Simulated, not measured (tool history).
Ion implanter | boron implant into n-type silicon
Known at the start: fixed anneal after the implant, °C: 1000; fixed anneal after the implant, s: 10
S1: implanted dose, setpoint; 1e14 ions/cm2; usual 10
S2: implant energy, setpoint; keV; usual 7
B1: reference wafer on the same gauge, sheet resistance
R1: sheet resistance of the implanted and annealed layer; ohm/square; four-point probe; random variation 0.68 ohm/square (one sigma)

run    hour     S1   S2      B1      R1
  1       0     10  5.5  196.27  185.31
       19.1  -- Faraday cup replaced and dose calibrated
  2   167.2     10  5.5  196.18  184.79
  3   243.7   8.26    7  196.26  185.75
  4     307   8.26    7  195.93     185
  5   414.1     10    7  195.69  169.72
  6     497     10    7  195.84  169.34
  7   544.8     10    7  196.08  168.64
  8   635.2  12.13    7  196.26   157.7
  9   724.7  12.13    7  196.09  157.17
 10   791.1     10    7  195.79     170
 11   844.4     10    7  195.86  169.65
 12  1004.2     10    7  196.34   169.1
     1041.5  -- Faraday cup replaced and dose calibrated
 13  1084.8     10    7  195.87  169.59
 14  1160.4  12.33    7  195.97  156.27
 15  1231.4  12.33    7  196.26  155.76
 16  1400.4     10    7  195.84  169.47
 17  1459.1     10    7  196.26  168.34
     1467.3  -- gauge calibrated
 18  1556.4     10    7  196.09  169.97
 19  1826.6  11.98  6.5  195.78  162.84
     1904.9  -- Faraday cup replaced and dose calibrated
     2110.4  -- extraction supply calibrated
 20  2140.3   7.34  9.5  195.98  186.69
 21  2203.1     10    8  195.41  161.47
 22  2275.7  10.78    5  195.64   192.5
 23  2344.4   9.01    9  195.96  165.65
 24  2430.6     10  8.5  195.82  160.47
 25  2470.1   8.66  8.5  195.81  171.54
 26  2532.3   8.43  5.5   195.9  201.64
     2584.9  -- extraction supply calibrated, repeated, since the last time left the tool worse
 27  2585.4    7.8    7  196.24  189.18
 28  2656.7     10    8  196.17  160.11
 29    2726   8.97    9  195.75  164.12
       2758  -- Faraday cup replaced and dose calibrated
 30  2823.4   7.51    7  196.16  193.11
 31  2904.7   9.19    6  196.12  184.05
 32  2944.8  12.16    5  196.11  183.41
 33  3052.5    8.1  5.5  196.05  201.48

4 ways to go on from here, each from the tool as it stands after run 33. What would each give?
  A  3052.9     10    7   ?   ?
  B  3052.9  12.74    9   ?   ?
  C  3052.9     10    9   ?   ?
  D  3052.9   7.69  8.5   ?   ?

run      B1      R1
  A  196.03  168.55
  B  196.03  139.49
  C  196.03  155.61
  D  196.03  183.96
Without the tool's hidden state the same runs would have given:
run      R1
  A  167.83
  B  138.84
  C  155.08
  D  183.52
